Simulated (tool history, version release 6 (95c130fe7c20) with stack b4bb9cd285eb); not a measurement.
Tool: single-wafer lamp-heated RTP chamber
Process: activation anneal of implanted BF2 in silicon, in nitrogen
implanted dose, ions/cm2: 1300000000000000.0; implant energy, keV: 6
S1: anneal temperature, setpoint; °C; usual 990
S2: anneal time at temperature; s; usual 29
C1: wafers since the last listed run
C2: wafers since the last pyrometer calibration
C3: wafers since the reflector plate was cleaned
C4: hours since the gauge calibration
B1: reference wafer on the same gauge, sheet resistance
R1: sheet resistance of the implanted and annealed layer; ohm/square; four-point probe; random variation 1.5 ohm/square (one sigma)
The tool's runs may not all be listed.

run	hour	S1	S2	C1	C2	C3	C4	B1	R1
1	0	990	20	0	5017	2243	992.9	267.68	300.89
2	104	990	20	1536	6553	3779	1096.9	268.11	299.47
3	142.9	990	29	574	7128	4354	1135.8	267.99	266.96
4	221.3	990	29	1158	8287	5513	1214.2	267.86	263.92
# hour 255.6: pyrometer window cleaned and pyrometer calibrated
5	312.7	990	29	1232	844	6745	1305.6	268.33	276.77
6	386.4	990	29	1089	1933	7835	1379.3	268.2	275.82
# hour 447.2: reflector plate cleaned
7	493.2	990	29	1460	3393	680	1486.1	268.3	272.63
8	537.7	990	29	657	4050	1337	1530.6	267.85	270.94
9	576.4	1007	29	571	4622	1909	1569.3	267.62	216.11
10	648.7	1007	29	1068	5691	2978	1641.6	268.34	214.77
# hour 721.4: gauge calibrated
11	734.1	1007	29	1262	6953	4240	12.7	267.92	215.78
12	805.9	990	21	1061	8014	5301	84.5	268.41	295.66
# hour 837.2: pyrometer window cleaned and pyrometer calibrated
13	910	990	21	1420	1075	6721	188.6	267.38	305.61
14	954.6	990	21	659	1735	7380	233.2	267.48	304.94
# hour 995.3: reflector plate cleaned
15	1080.9	990	29	1748	3483	1265	359.5	268.1	273.9
16	1139.2	990	29	861	4344	2126	417.8	267.38	273.16
17	1218.5	965	41	1171	5516	3298	497.1	268.24	336.94
18	1283.5	990	21	960	6477	4259	562.1	267.52	297.71
19	1356.1	962	16	1072	7550	5332	634.7	268.77	437.75
# hour 1436.8: pyrometer window cleaned and pyrometer calibrated
20	1463.5	990	29	1468	394	6801	742.1	268.21	275.57
# hour 1529.3: reflector plate cleaned
21	1568	976	39	1426	1821	571	846.6	267.66	302.18
22	1624.9	1015	41	840	2661	1412	903.5	267.95	182.5
23	1730.7	990	24	1563	4225	2975	1009.3	268.78	287.64
24	1825.1	1013	29	1395	5620	4370	1103.7	268.1	201.98
25	1881	1016	21	826	6446	5196	1159.6	267.78	216.17
# hour 1920.6: pyrometer window cleaned and pyrometer calibrated
26	1921.1	1001	41	474	8	5671	1199.7	268.36	213.72
27	2015.5	990	29	1395	1403	7066	1294.1	267.8	272.75
# hour 2042.3: gauge calibrated
28	2113.5	990	29	1448	2851	8514	71.2	267.81	275.82
# hour 2178: reflector plate cleaned
29	2358	998	37	3495	6346	2659	315.7	267.17	223.17
30	2415.8	968	40	854	7200	3513	373.5	267.6	324.24
# hour 2475.9: pyrometer window cleaned and pyrometer calibrated
31	2476.4	1001	29	777	7	4291	434.1	268.04	239.29
32	2525.5	990	42	725	733	5016	483.2	267.52	244.43
33	2563.2	1001	41	557	1290	5573	520.9	267.85	213.67

Some steps in R1 between neighbouring runs. How much of each would the tool show without its hidden state too (settings, what came in, random variation), and how much is left for the hidden state, with any gauge scatter that isn't in both results?
The hidden state here: true wafer temperature minus pyrometer reading, K; wafer temperature error from the tarnished reflector plate, K; gauge reads high (%).
Run 12 -> 13: pyrometer window cleaned and pyrometer calibrated. R1 +9.95 ohm/square: hidden state +12.2, all else -2.25.
Run 18 -> 19: S1 990 -> 962, S2 21 -> 16. R1 +140.04 ohm/square: hidden state -4.09, all else +144.13.
Run 19 -> 20: S1 962 -> 990, S2 16 -> 29, pyrometer window cleaned and pyrometer calibrated. R1 -162.18 ohm/square: hidden state +12.25, all else -174.43.
Run 21 -> 22: S1 976 -> 1015, S2 39 -> 41. R1 -119.68 ohm/square: hidden state +2.38, all else -122.06.
Run 30 -> 31: S1 968 -> 1001, S2 40 -> 29, pyrometer window cleaned and pyrometer calibrated. R1 -84.95 ohm/square: hidden state +13.26, all else -98.21.
